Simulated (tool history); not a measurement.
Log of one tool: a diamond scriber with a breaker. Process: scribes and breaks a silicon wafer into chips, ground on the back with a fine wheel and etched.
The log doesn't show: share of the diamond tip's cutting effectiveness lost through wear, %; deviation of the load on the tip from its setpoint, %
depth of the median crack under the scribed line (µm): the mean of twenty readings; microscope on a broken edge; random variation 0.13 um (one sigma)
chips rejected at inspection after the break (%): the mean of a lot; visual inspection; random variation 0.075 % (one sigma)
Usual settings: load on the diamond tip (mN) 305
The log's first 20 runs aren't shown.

run,hour,load on the diamond tip (mN),wafers since the last listed run,hours since the diamond tip was replaced,hours since the load on the tip was calibrated,"incoming depth of the damage left on the back of the incoming wafer, um",depth of the median crack under the scribed line (µm),chips rejected at inspection after the break (%)
21,270.3,273,34,139.0,1546.7,0.54,13.30,3.61
22,280.5,267,37,149.2,1556.9,0.54,13.07,4.63
# hour 285.5: load on the tip recalibrated
23,297.1,262,54,165.8,11.6,0.66,13.01,4.97
24,305.7,282,31,174.4,20.2,0.38,13.62,2.71
25,315.5,345,36,184.2,30.0,0.62,16.05,3.01
26,330.9,229,57,199.6,45.4,0.52,11.65,16.79
27,340.5,305,35,209.2,55.0,0.44,14.28,1.21
28,350.4,305,36,219.1,64.9,0.42,14.60,1.17
29,364.9,329,53,233.6,79.4,0.73,15.47,1.73
30,372.0,340,26,240.7,86.5,0.39,15.82,2.73
31,389.9,374,66,258.6,104.4,0.49,16.97,5.99

Forecast each of these 4 alternatives for the next run:
A,390.4,305,1,259.1,104.9,0.49,?,?
B,390.4,379,1,259.1,104.9,0.49,?,?
C,390.4,268,1,259.1,104.9,0.49,?,?
D,390.4,224,1,259.1,104.9,0.49,?,?

run,depth of the median crack under the scribed line (µm),chips rejected at inspection after the break (%)
A,14.45,1.07
B,17.00,6.43
C,13.09,4.28
D,11.37,16.31
Without the tool's hidden state the same runs would have given:
run,depth of the median crack under the scribed line (µm),chips rejected at inspection after the break (%)
A,14.67,1.01
B,17.25,7.55
C,13.28,3.49
D,11.54,14.69
